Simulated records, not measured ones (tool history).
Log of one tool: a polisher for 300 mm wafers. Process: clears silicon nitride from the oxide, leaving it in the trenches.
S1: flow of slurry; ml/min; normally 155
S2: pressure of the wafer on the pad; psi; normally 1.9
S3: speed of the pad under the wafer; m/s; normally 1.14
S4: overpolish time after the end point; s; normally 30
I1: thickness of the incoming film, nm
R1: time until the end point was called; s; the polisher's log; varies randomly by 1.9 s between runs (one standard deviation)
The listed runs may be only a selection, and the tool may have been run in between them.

run 1 day=0.000 | S1=155 S2=1.9 S3=1.14 S4=23 | I1=84.9 | R1=143.0
run 2 day=1.433 | S1=155 S2=1.9 S3=1.14 S4=23 | I1=85.9 | R1=146.1
run 3 day=2.617 | S1=155 S2=1.9 S3=1.00 S4=30 | I1=84.7 | R1=160.3
run 4 day=4.038 | S1=120 S2=1.9 S3=1.14 S4=30 | I1=85.2 | R1=152.5
run 5 day=4.550 | S1=120 S2=1.9 S3=1.14 S4=30 | I1=84.8 | R1=149.8
-- day=4.954 worn pad replaced by a new one
run 6 day=5.458 | S1=155 S2=1.9 S3=1.14 S4=18 | I1=85.9 | R1=148.6
run 7 day=6.046 | S1=155 S2=1.9 S3=1.14 S4=18 | I1=85.1 | R1=147.1
run 8 day=6.838 | S1=155 S2=1.9 S3=1.14 S4=18 | I1=84.8 | R1=145.2
run 9 day=7.938 | S1=155 S2=1.9 S3=1.14 S4=30 | I1=84.6 | R1=147.6
run 10 day=8.858 | S1=155 S2=1.9 S3=1.14 S4=30 | I1=84.5 | R1=148.5
run 11 day=9.517 | S1=155 S2=1.9 S3=1.14 S4=30 | I1=85.8 | R1=144.0
run 12 day=10.350 | S1=155 S2=1.9 S3=1.14 S4=30 | I1=85.2 | R1=145.1
-- day=11.038 head pressure recalibrated
-- day=11.396 worn pad replaced by a new one
run 13 day=11.496 | S1=155 S2=1.9 S3=1.32 S4=30 | I1=85.0 | R1=115.2
run 14 day=13.012 | S1=155 S2=1.9 S3=1.32 S4=30 | I1=84.3 | R1=117.9
run 15 day=13.712 | S1=155 S2=1.9 S3=1.14 S4=30 | I1=86.1 | R1=138.3
run 16 day=14.725 | S1=155 S2=1.9 S3=1.14 S4=30 | I1=86.2 | R1=135.3
run 17 day=15.346 | S1=155 S2=1.7 S3=1.28 S4=30 | I1=85.2 | R1=140.1
run 18 day=16.758 | S1=155 S2=1.9 S3=1.14 S4=30 | I1=84.3 | R1=137.8
run 19 day=18.021 | S1=155 S2=1.9 S3=1.14 S4=30 | I1=85.2 | R1=140.2
-- day=18.992 worn pad replaced by a new one
run 20 day=19.012 | S1=115 S2=1.4 S3=0.98 S4=36 | I1=84.4 | R1=220.8
run 21 day=19.600 | S1=155 S2=2.1 S3=1.14 S4=18 | I1=86.5 | R1=129.4

Run 22, settings as shown, results not yet in. Your forecast:
run 22 day=21.004 | S1=130 S2=1.9 S3=1.44 S4=43 | I1=85.6 | R1=?

R1: 119.3 s
Were there no unlogged condition in the tool, this run, its random variation unchanged, would have produced R1 109.9 s.

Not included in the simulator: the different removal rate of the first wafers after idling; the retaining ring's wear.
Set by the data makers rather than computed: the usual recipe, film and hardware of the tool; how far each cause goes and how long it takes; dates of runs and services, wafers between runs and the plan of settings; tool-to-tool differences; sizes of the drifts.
